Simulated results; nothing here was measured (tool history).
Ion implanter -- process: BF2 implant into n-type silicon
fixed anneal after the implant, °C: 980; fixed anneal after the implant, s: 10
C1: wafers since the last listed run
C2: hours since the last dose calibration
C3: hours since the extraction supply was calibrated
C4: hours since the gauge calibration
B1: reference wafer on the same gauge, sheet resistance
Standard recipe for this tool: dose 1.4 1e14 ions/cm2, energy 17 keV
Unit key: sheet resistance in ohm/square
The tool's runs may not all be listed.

run 1 hour=0 | dose=1.22 energy=17 | C1=0 C2=584.1 C3=4824.1 C4=216.2 | B1=651.86 | sheet_resistance=870.08
run 2 hour=27.6 | dose=1.4 energy=13 | C1=399 C2=611.7 C3=4851.7 C4=243.8 | B1=651.82 | sheet_resistance=792.67
run 3 hour=48.6 | dose=1.4 energy=14 | C1=303 C2=632.7 C3=4872.7 C4=264.8 | B1=651.86 | sheet_resistance=785.09
run 4 hour=69.8 | dose=1.4 energy=14 | C1=306 C2=653.9 C3=4893.9 C4=286 | B1=652.13 | sheet_resistance=785.16
run 5 hour=91.1 | dose=1.4 energy=14 | C1=308 C2=675.2 C3=4915.2 C4=307.3 | B1=652.1 | sheet_resistance=786.5
run 6 hour=123.3 | dose=1.4 energy=17 | C1=465 C2=707.4 C3=4947.4 C4=339.5 | B1=652.15 | sheet_resistance=770.2
run 7 hour=152.6 | dose=1.52 energy=19 | C1=423 C2=736.7 C3=4976.7 C4=368.8 | B1=652.12 | sheet_resistance=702.73
-- hour=164.6 gauge calibrated
-- hour=168.9 Faraday cup replaced and dose calibrated
run 8 hour=187.5 | dose=1.4 energy=17 | C1=389 C2=18.6 C3=5011.6 C4=22.9 | B1=652.45 | sheet_resistance=777.24
run 9 hour=204.6 | dose=1.4 energy=21.5 | C1=247 C2=35.7 C3=5028.7 C4=40 | B1=652.06 | sheet_resistance=753.53
run 10 hour=235.8 | dose=1.15 energy=17 | C1=451 C2=66.9 C3=5059.9 C4=71.2 | B1=652.05 | sheet_resistance=922.55
run 11 hour=281.1 | dose=1.4 energy=17 | C1=655 C2=112.2 C3=5105.2 C4=116.5 | B1=651.9 | sheet_resistance=773.44
run 12 hour=296.8 | dose=1.61 energy=12.5 | C1=227 C2=127.9 C3=5120.9 C4=132.2 | B1=651.9 | sheet_resistance=708.35
-- hour=329.2 extraction supply calibrated
run 13 hour=331.6 | dose=1.4 energy=13 | C1=387 C2=162.7 C3=2.4 C4=167 | B1=652 | sheet_resistance=793.35
run 14 hour=349.7 | dose=1.22 energy=15 | C1=261 C2=180.8 C3=20.5 C4=185.1 | B1=652.52 | sheet_resistance=886.91
run 15 hour=382.6 | dose=1.76 energy=14 | C1=476 C2=213.7 C3=53.4 C4=218 | B1=651.91 | sheet_resistance=644.28
run 16 hour=416.3 | dose=1.77 energy=15 | C1=487 C2=247.4 C3=87.1 C4=251.7 | B1=651.55 | sheet_resistance=633.6
run 17 hour=428.8 | dose=1.4 energy=17 | C1=180 C2=259.9 C3=99.6 C4=264.2 | B1=652.25 | sheet_resistance=769.77

Some steps in sheet resistance between neighbouring runs. How much of each would the tool show without its hidden state too (settings, what came in, random variation), and how much is left for the hidden state, with any gauge scatter that isn't in both results?
Hidden conditions of the tool in this case: deviation of the true dose from the Faraday cup's reading, %; deviation of the true energy from its setpoint, %; gauge reads high (%).
Run 7 -> 8: dose 1.52 -> 1.4, energy 19 -> 17, gauge calibrated, Faraday cup replaced and dose calibrated. sheet resistance +74.51 ohm/square: hidden state +7.95, all else +66.56.
Run 14 -> 15: dose 1.22 -> 1.76, energy 15 -> 14. sheet resistance -242.63 ohm/square: hidden state +1.26, all else -243.89.
